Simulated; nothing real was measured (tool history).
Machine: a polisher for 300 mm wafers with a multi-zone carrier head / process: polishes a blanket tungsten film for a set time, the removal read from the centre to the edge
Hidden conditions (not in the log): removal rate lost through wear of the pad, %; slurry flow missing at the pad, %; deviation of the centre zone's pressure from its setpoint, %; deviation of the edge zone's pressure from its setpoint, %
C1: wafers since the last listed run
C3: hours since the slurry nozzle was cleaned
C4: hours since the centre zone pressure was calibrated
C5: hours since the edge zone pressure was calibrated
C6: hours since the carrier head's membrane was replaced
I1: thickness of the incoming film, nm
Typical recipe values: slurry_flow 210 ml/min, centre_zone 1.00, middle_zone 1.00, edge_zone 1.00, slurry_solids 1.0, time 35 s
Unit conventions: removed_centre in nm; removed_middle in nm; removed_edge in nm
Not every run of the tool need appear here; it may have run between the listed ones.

{"run": 1, "hour": 0.0, "slurry_flow": 210, "centre_zone": 1.0, "middle_zone": 1.0, "edge_zone": 1.0, "slurry_solids": 1.0, "time": 42, "C1": 0, "wafers polished on this pad": 890, "C3": 622.6, "C4": 621.8, "C5": 348.2, "C6": 972.3, "I1": 1357.6, "removed_centre": 246.0, "removed_middle": 260.4, "removed_edge": 248.9}
{"hour": 31.8, "done": "carrier head's membrane replaced by a new one"}
{"hour": 49.0, "done": "slurry nozzle cleaned"}
{"run": 2, "hour": 51.1, "slurry_flow": 210, "centre_zone": 1.0, "middle_zone": 1.0, "edge_zone": 1.0, "slurry_solids": 1.0, "time": 42, "C1": 575, "wafers polished on this pad": 1465, "C3": 2.1, "C4": 672.9, "C5": 399.3, "C6": 19.3, "I1": 1353.2, "removed_centre": 248.6, "removed_middle": 260.3, "removed_edge": 246.9}
{"run": 3, "hour": 78.3, "slurry_flow": 210, "centre_zone": 1.0, "middle_zone": 1.0, "edge_zone": 1.0, "slurry_solids": 1.0, "time": 25, "C1": 347, "wafers polished on this pad": 1812, "C3": 29.3, "C4": 700.1, "C5": 426.5, "C6": 46.5, "I1": 1362.6, "removed_centre": 146.0, "removed_middle": 153.5, "removed_edge": 150.3}
{"run": 4, "hour": 130.5, "slurry_flow": 150, "centre_zone": 1.0, "middle_zone": 1.0, "edge_zone": 1.0, "slurry_solids": 0.9, "time": 44, "C1": 666, "wafers polished on this pad": 2478, "C3": 81.5, "C4": 752.3, "C5": 478.7, "C6": 98.7, "I1": 1364.3, "removed_centre": 234.6, "removed_middle": 250.3, "removed_edge": 247.6}
{"run": 5, "hour": 188.1, "slurry_flow": 210, "centre_zone": 1.0, "middle_zone": 1.0, "edge_zone": 1.0, "slurry_solids": 1.0, "time": 35, "C1": 735, "wafers polished on this pad": 3213, "C3": 139.1, "C4": 809.9, "C5": 536.3, "C6": 156.3, "I1": 1355.3, "removed_centre": 206.7, "removed_middle": 219.5, "removed_edge": 212.3}
{"run": 6, "hour": 221.6, "slurry_flow": 210, "centre_zone": 1.0, "middle_zone": 1.0, "edge_zone": 1.0, "slurry_solids": 1.0, "time": 38, "C1": 427, "wafers polished on this pad": 3641, "C3": 172.6, "C4": 843.4, "C5": 569.8, "C6": 189.8, "I1": 1363.2, "removed_centre": 218.7, "removed_middle": 235.3, "removed_edge": 224.3}
{"run": 7, "hour": 252.3, "slurry_flow": 210, "centre_zone": 1.0, "middle_zone": 1.0, "edge_zone": 0.96, "slurry_solids": 1.0, "time": 35, "C1": 391, "wafers polished on this pad": 4033, "C3": 203.3, "C4": 874.1, "C5": 600.5, "C6": 220.5, "I1": 1360.8, "removed_centre": 206.5, "removed_middle": 213.0, "removed_edge": 204.4}
{"hour": 322.9, "done": "centre zone pressure recalibrated"}
{"run": 8, "hour": 323.4, "slurry_flow": 210, "centre_zone": 1.0, "middle_zone": 1.0, "edge_zone": 1.0, "slurry_solids": 1.0, "time": 35, "C1": 881, "wafers polished on this pad": 4914, "C3": 274.4, "C4": 0.5, "C5": 671.6, "C6": 291.6, "I1": 1347.2, "removed_centre": 212.6, "removed_middle": 214.2, "removed_edge": 208.3}
{"run": 9, "hour": 353.8, "slurry_flow": 210, "centre_zone": 1.0, "middle_zone": 1.0, "edge_zone": 1.0, "slurry_solids": 1.0, "time": 35, "C1": 387, "wafers polished on this pad": 5302, "C3": 304.8, "C4": 30.9, "C5": 702.0, "C6": 322.0, "I1": 1368.5, "removed_centre": 211.2, "removed_middle": 215.4, "removed_edge": 209.2}
{"hour": 379.4, "done": "worn pad replaced by a new one"}
{"run": 10, "hour": 416.9, "slurry_flow": 210, "centre_zone": 1.04, "middle_zone": 1.0, "edge_zone": 1.0, "slurry_solids": 1.0, "time": 35, "C1": 754, "wafers polished on this pad": 478, "C3": 367.9, "C4": 94.0, "C5": 765.1, "C6": 385.1, "I1": 1341.7, "removed_centre": 220.6, "removed_middle": 212.7, "removed_edge": 208.0}
{"run": 11, "hour": 546.6, "slurry_flow": 210, "centre_zone": 1.0, "middle_zone": 1.0, "edge_zone": 1.0, "slurry_solids": 1.0, "time": 35, "C1": 1655, "wafers polished on this pad": 2133, "C3": 497.6, "C4": 223.7, "C5": 894.8, "C6": 514.8, "I1": 1356.9, "removed_centre": 215.1, "removed_middle": 213.3, "removed_edge": 210.6}
{"hour": 580.1, "done": "slurry nozzle cleaned"}
{"run": 12, "hour": 747.5, "slurry_flow": 270, "centre_zone": 1.0, "middle_zone": 0.88, "edge_zone": 1.0, "slurry_solids": 1.0, "time": 35, "C1": 2550, "wafers polished on this pad": 4684, "C3": 167.4, "C4": 424.6, "C5": 1095.7, "C6": 715.7, "I1": 1353.3, "removed_centre": 218.3, "removed_middle": 198.2, "removed_edge": 214.0}
{"run": 13, "hour": 787.5, "slurry_flow": 210, "centre_zone": 1.0, "middle_zone": 1.0, "edge_zone": 1.0, "slurry_solids": 1.0, "time": 24, "C1": 510, "wafers polished on this pad": 5194, "C3": 207.4, "C4": 464.6, "C5": 1135.7, "C6": 755.7, "I1": 1385.1, "removed_centre": 142.7, "removed_middle": 149.5, "removed_edge": 143.2}
{"hour": 840.9, "done": "edge zone pressure recalibrated"}
{"run": 14, "hour": 845.7, "slurry_flow": 210, "centre_zone": 1.1, "middle_zone": 1.0, "edge_zone": 1.0, "slurry_solids": 1.0, "time": 35, "C1": 717, "wafers polished on this pad": 5911, "C3": 265.6, "C4": 522.8, "C5": 4.8, "C6": 813.9, "I1": 1342.9, "removed_centre": 225.7, "removed_middle": 212.4, "removed_edge": 209.9}
{"hour": 858.2, "done": "worn pad replaced by a new one"}
{"run": 15, "hour": 907.9, "slurry_flow": 210, "centre_zone": 1.0, "middle_zone": 1.0, "edge_zone": 0.94, "slurry_solids": 1.0, "time": 35, "C1": 742, "wafers polished on this pad": 633, "C3": 327.8, "C4": 585.0, "C5": 67.0, "C6": 876.1, "I1": 1365.8, "removed_centre": 206.5, "removed_middle": 214.2, "removed_edge": 202.0}
{"run": 16, "hour": 945.4, "slurry_flow": 210, "centre_zone": 1.0, "middle_zone": 1.0, "edge_zone": 1.0, "slurry_solids": 1.0, "time": 42, "C1": 478, "wafers polished on this pad": 1112, "C3": 365.3, "C4": 622.5, "C5": 104.5, "C6": 913.6, "I1": 1362.8, "removed_centre": 250.6, "removed_middle": 257.9, "removed_edge": 245.8}
{"run": 17, "hour": 985.7, "slurry_flow": 210, "centre_zone": 1.0, "middle_zone": 1.0, "edge_zone": 1.1, "slurry_solids": 1.1, "time": 35, "C1": 514, "wafers polished on this pad": 1626, "C3": 405.6, "C4": 662.8, "C5": 144.8, "C6": 953.9, "I1": 1363.4, "removed_centre": 208.6, "removed_middle": 219.5, "removed_edge": 222.7}
{"run": 18, "hour": 1112.6, "slurry_flow": 280, "centre_zone": 1.0, "middle_zone": 0.95, "edge_zone": 1.09, "slurry_solids": 1.0, "time": 28, "C1": 1619, "wafers polished on this pad": 3245, "C3": 532.5, "C4": 789.7, "C5": 271.7, "C6": 1080.8, "I1": 1335.4, "removed_centre": 171.7, "removed_middle": 172.1, "removed_edge": 179.2}
{"run": 19, "hour": 1162.7, "slurry_flow": 210, "centre_zone": 1.0, "middle_zone": 1.07, "edge_zone": 1.0, "slurry_solids": 1.0, "time": 26, "C1": 639, "wafers polished on this pad": 3885, "C3": 582.6, "C4": 839.8, "C5": 321.8, "C6": 1130.9, "I1": 1357.2, "removed_centre": 151.5, "removed_middle": 170.0, "removed_edge": 154.2}
{"hour": 1171.7, "done": "carrier head's membrane replaced by a new one"}
{"hour": 1192.4, "done": "slurry nozzle cleaned"}
{"hour": 1326.2, "done": "worn pad replaced by a new one"}
{"run": 20, "hour": 1354.4, "slurry_flow": 210, "centre_zone": 1.08, "middle_zone": 1.0, "edge_zone": 1.0, "slurry_solids": 1.0, "time": 26, "C1": 2318, "wafers polished on this pad": 360, "C3": 162.0, "C4": 1031.5, "C5": 513.5, "C6": 182.7, "I1": 1358.6, "removed_centre": 161.7, "removed_middle": 160.0, "removed_edge": 157.1}
{"run": 21, "hour": 1413.1, "slurry_flow": 235, "centre_zone": 1.03, "middle_zone": 1.04, "edge_zone": 1.0, "slurry_solids": 1.0, "time": 43, "C1": 749, "wafers polished on this pad": 1109, "C3": 220.7, "C4": 1090.2, "C5": 572.2, "C6": 241.4, "I1": 1363.9, "removed_centre": 252.7, "removed_middle": 283.0, "removed_edge": 263.6}

Below are 4 alternative next runs, each starting from the tool's condition after run 21. Predict each:
{"run": "A", "hour": 1413.5, "slurry_flow": 210, "centre_zone": 1.0, "middle_zone": 1.0, "edge_zone": 1.0, "slurry_solids": 1.0, "time": 35, "C1": 5, "wafers polished on this pad": 1114, "C3": 221.1, "C4": 1090.6, "C5": 572.6, "C6": 241.8, "I1": 1380.4, "removed_centre": "?", "removed_middle": "?", "removed_edge": "?"}
{"run": "B", "hour": 1413.5, "slurry_flow": 165, "centre_zone": 1.0, "middle_zone": 0.94, "edge_zone": 1.0, "slurry_solids": 1.0, "time": 23, "C1": 5, "wafers polished on this pad": 1114, "C3": 221.1, "C4": 1090.6, "C5": 572.6, "C6": 241.8, "I1": 1380.4, "removed_centre": "?", "removed_middle": "?", "removed_edge": "?"}
{"run": "C", "hour": 1413.5, "slurry_flow": 210, "centre_zone": 1.0, "middle_zone": 1.0, "edge_zone": 0.9, "slurry_solids": 1.0, "time": 35, "C1": 5, "wafers polished on this pad": 1114, "C3": 221.1, "C4": 1090.6, "C5": 572.6, "C6": 241.8, "I1": 1380.4, "removed_centre": "?", "removed_middle": "?", "removed_edge": "?"}
{"run": "D", "hour": 1413.5, "slurry_flow": 210, "centre_zone": 1.0, "middle_zone": 0.88, "edge_zone": 1.0, "slurry_solids": 1.0, "time": 26, "C1": 5, "wafers polished on this pad": 1114, "C3": 221.1, "C4": 1090.6, "C5": 572.6, "C6": 241.8, "I1": 1380.4, "removed_centre": "?", "removed_middle": "?", "removed_edge": "?"}

run=A removed_centre=195.7 removed_middle=211.7 removed_edge=207.1
run=B removed_centre=123.1 removed_middle=127.1 removed_edge=132.4
run=C removed_centre=195.7 removed_middle=211.7 removed_edge=198.0
run=D removed_centre=145.3 removed_middle=141.3 removed_edge=154.1
Take away the tool's hidden state, keep each run's random variation, and the runs would have read:
run=A removed_centre=210.9 removed_middle=211.6 removed_edge=207.1
run=B removed_centre=132.7 removed_middle=127.0 removed_edge=132.4
run=C removed_centre=210.9 removed_middle=211.7 removed_edge=198.0
run=D removed_centre=156.6 removed_middle=141.3 removed_edge=154.1
